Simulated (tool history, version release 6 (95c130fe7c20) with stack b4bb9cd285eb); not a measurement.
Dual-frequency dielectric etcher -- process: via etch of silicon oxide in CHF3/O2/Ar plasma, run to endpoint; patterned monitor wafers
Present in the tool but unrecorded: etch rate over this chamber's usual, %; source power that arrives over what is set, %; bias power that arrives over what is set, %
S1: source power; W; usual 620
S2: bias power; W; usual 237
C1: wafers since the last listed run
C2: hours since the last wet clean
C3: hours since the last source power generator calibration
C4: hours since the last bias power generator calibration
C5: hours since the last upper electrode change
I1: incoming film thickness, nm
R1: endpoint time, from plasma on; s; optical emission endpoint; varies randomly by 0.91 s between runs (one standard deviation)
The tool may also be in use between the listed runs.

{"run": 1, "hour": 0.0, "S1": 750, "S2": 209, "C1": 0, "C2": 294.7, "C3": 2084.6, "C4": 4180.2, "C5": 2292.5, "I1": 610.7, "R1": 294.2}
{"run": 2, "hour": 17.5, "S1": 620, "S2": 237, "C1": 99, "C2": 312.2, "C3": 2102.1, "C4": 4197.7, "C5": 2310.0, "I1": 615.0, "R1": 308.3}
{"run": 3, "hour": 29.2, "S1": 620, "S2": 237, "C1": 66, "C2": 323.9, "C3": 2113.8, "C4": 4209.4, "C5": 2321.7, "I1": 616.9, "R1": 308.8}
{"run": 4, "hour": 70.8, "S1": 620, "S2": 237, "C1": 236, "C2": 365.5, "C3": 2155.4, "C4": 4251.0, "C5": 2363.3, "I1": 613.2, "R1": 308.0}
{"run": 5, "hour": 86.3, "S1": 620, "S2": 237, "C1": 87, "C2": 381.0, "C3": 2170.9, "C4": 4266.5, "C5": 2378.8, "I1": 614.4, "R1": 306.8}
{"run": 6, "hour": 104.2, "S1": 620, "S2": 237, "C1": 101, "C2": 398.9, "C3": 2188.8, "C4": 4284.4, "C5": 2396.7, "I1": 613.5, "R1": 309.0}
{"run": 7, "hour": 117.6, "S1": 620, "S2": 237, "C1": 76, "C2": 412.3, "C3": 2202.2, "C4": 4297.8, "C5": 2410.1, "I1": 611.3, "R1": 307.2}
{"run": 8, "hour": 123.7, "S1": 620, "S2": 237, "C1": 34, "C2": 418.4, "C3": 2208.3, "C4": 4303.9, "C5": 2416.2, "I1": 616.8, "R1": 310.3}
{"run": 9, "hour": 129.9, "S1": 620, "S2": 237, "C1": 35, "C2": 424.6, "C3": 2214.5, "C4": 4310.1, "C5": 2422.4, "I1": 614.8, "R1": 310.1}
{"run": 10, "hour": 136.2, "S1": 620, "S2": 237, "C1": 35, "C2": 430.9, "C3": 2220.8, "C4": 4316.4, "C5": 2428.7, "I1": 617.7, "R1": 313.0}
{"hour": 173.3, "done": "wet clean of the chamber"}
{"run": 11, "hour": 173.8, "S1": 620, "S2": 265, "C1": 77, "C2": 0.5, "C3": 2258.4, "C4": 4354.0, "C5": 2466.3, "I1": 609.0, "R1": 295.9}
{"run": 12, "hour": 174.2, "S1": 620, "S2": 237, "C1": 2, "C2": 0.9, "C3": 2258.8, "C4": 4354.4, "C5": 2466.7, "I1": 615.3, "R1": 304.8}
{"run": 13, "hour": 174.6, "S1": 620, "S2": 237, "C1": 2, "C2": 1.3, "C3": 2259.2, "C4": 4354.8, "C5": 2467.1, "I1": 613.0, "R1": 303.1}
{"run": 14, "hour": 175.9, "S1": 620, "S2": 237, "C1": 7, "C2": 2.6, "C3": 2260.5, "C4": 4356.1, "C5": 2468.4, "I1": 607.0, "R1": 300.5}
{"hour": 208.1, "done": "upper electrode replaced"}
{"run": 15, "hour": 208.6, "S1": 620, "S2": 237, "C1": 49, "C2": 35.3, "C3": 2293.2, "C4": 4388.8, "C5": 0.5, "I1": 611.4, "R1": 304.8}
{"run": 16, "hour": 209.0, "S1": 620, "S2": 237, "C1": 2, "C2": 35.7, "C3": 2293.6, "C4": 4389.2, "C5": 0.9, "I1": 608.3, "R1": 302.8}
{"run": 17, "hour": 216.2, "S1": 510, "S2": 188, "C1": 40, "C2": 42.9, "C3": 2300.8, "C4": 4396.4, "C5": 8.1, "I1": 615.2, "R1": 339.2}
{"run": 18, "hour": 225.0, "S1": 520, "S2": 188, "C1": 49, "C2": 51.7, "C3": 2309.6, "C4": 4405.2, "C5": 16.9, "I1": 611.0, "R1": 334.6}
{"run": 19, "hour": 236.8, "S1": 720, "S2": 261, "C1": 66, "C2": 63.5, "C3": 2321.4, "C4": 4417.0, "C5": 28.7, "I1": 622.4, "R1": 290.2}
{"run": 20, "hour": 243.3, "S1": 620, "S2": 237, "C1": 36, "C2": 70.0, "C3": 2327.9, "C4": 4423.5, "C5": 35.2, "I1": 613.6, "R1": 304.1}
{"hour": 249.5, "done": "source power generator calibrated"}
{"run": 21, "hour": 255.4, "S1": 620, "S2": 237, "C1": 45, "C2": 82.1, "C3": 5.9, "C4": 4435.6, "C5": 47.3, "I1": 616.2, "R1": 307.1}
{"run": 22, "hour": 268.1, "S1": 510, "S2": 217, "C1": 72, "C2": 94.8, "C3": 18.6, "C4": 4448.3, "C5": 60.0, "I1": 611.6, "R1": 329.7}
{"run": 23, "hour": 285.0, "S1": 670, "S2": 237, "C1": 95, "C2": 111.7, "C3": 35.5, "C4": 4465.2, "C5": 76.9, "I1": 612.5, "R1": 297.9}
{"run": 24, "hour": 296.2, "S1": 550, "S2": 190, "C1": 63, "C2": 122.9, "C3": 46.7, "C4": 4476.4, "C5": 88.1, "I1": 613.8, "R1": 330.6}
{"run": 25, "hour": 308.4, "S1": 530, "S2": 237, "C1": 69, "C2": 135.1, "C3": 58.9, "C4": 4488.6, "C5": 100.3, "I1": 611.1, "R1": 319.5}
{"run": 26, "hour": 324.6, "S1": 710, "S2": 273, "C1": 91, "C2": 151.3, "C3": 75.1, "C4": 4504.8, "C5": 116.5, "I1": 619.5, "R1": 288.6}
{"hour": 351.8, "done": "bias power generator calibrated"}
{"run": 27, "hour": 375.7, "S1": 620, "S2": 273, "C1": 267, "C2": 202.4, "C3": 126.2, "C4": 23.9, "C5": 167.6, "I1": 617.9, "R1": 301.4}
{"run": 28, "hour": 387.8, "S1": 710, "S2": 237, "C1": 68, "C2": 214.5, "C3": 138.3, "C4": 36.0, "C5": 179.7, "I1": 618.7, "R1": 299.0}
{"run": 29, "hour": 402.5, "S1": 620, "S2": 237, "C1": 83, "C2": 229.2, "C3": 153.0, "C4": 50.7, "C5": 194.4, "I1": 615.4, "R1": 309.7}
{"run": 30, "hour": 420.3, "S1": 620, "S2": 237, "C1": 100, "C2": 247.0, "C3": 170.8, "C4": 68.5, "C5": 212.2, "I1": 612.1, "R1": 307.3}
{"run": 31, "hour": 434.5, "S1": 490, "S2": 237, "C1": 80, "C2": 261.2, "C3": 185.0, "C4": 82.7, "C5": 226.4, "I1": 612.2, "R1": 332.2}
{"run": 32, "hour": 447.1, "S1": 460, "S2": 237, "C1": 71, "C2": 273.8, "C3": 197.6, "C4": 95.3, "C5": 239.0, "I1": 620.5, "R1": 341.6}
{"run": 33, "hour": 463.3, "S1": 560, "S2": 204, "C1": 91, "C2": 290.0, "C3": 213.8, "C4": 111.5, "C5": 255.2, "I1": 610.6, "R1": 326.7}
{"run": 34, "hour": 477.3, "S1": 770, "S2": 287, "C1": 79, "C2": 304.0, "C3": 227.8, "C4": 125.5, "C5": 269.2, "I1": 611.7, "R1": 276.8}
{"run": 35, "hour": 485.3, "S1": 540, "S2": 237, "C1": 45, "C2": 312.0, "C3": 235.8, "C4": 133.5, "C5": 277.2, "I1": 617.0, "R1": 324.5}
{"run": 36, "hour": 493.7, "S1": 620, "S2": 200, "C1": 47, "C2": 320.4, "C3": 244.2, "C4": 141.9, "C5": 285.6, "I1": 607.9, "R1": 316.0}

Consider 3 possible next runs. They are alternatives, not a sequence: every one starts from the tool as it was left by run 36. What does each give?
{"run": "A", "hour": 494.2, "S1": 620, "S2": 199, "C1": 2, "C2": 320.9, "C3": 244.7, "C4": 142.4, "C5": 286.1, "I1": 616.1, "R1": "?"}
{"run": "B", "hour": 494.2, "S1": 550, "S2": 216, "C1": 2, "C2": 320.9, "C3": 244.7, "C4": 142.4, "C5": 286.1, "I1": 616.1, "R1": "?"}
{"run": "C", "hour": 494.2, "S1": 620, "S2": 285, "C1": 2, "C2": 320.9, "C3": 244.7, "C4": 142.4, "C5": 286.1, "I1": 616.1, "R1": "?"}

run=A R1=320.5
run=B R1=327.9
run=C R1=299.5
Take away the tool's hidden state, keep each run's random variation, and the runs would have read:
run=A R1=313.8
run=B R1=321.1
run=C R1=293.3
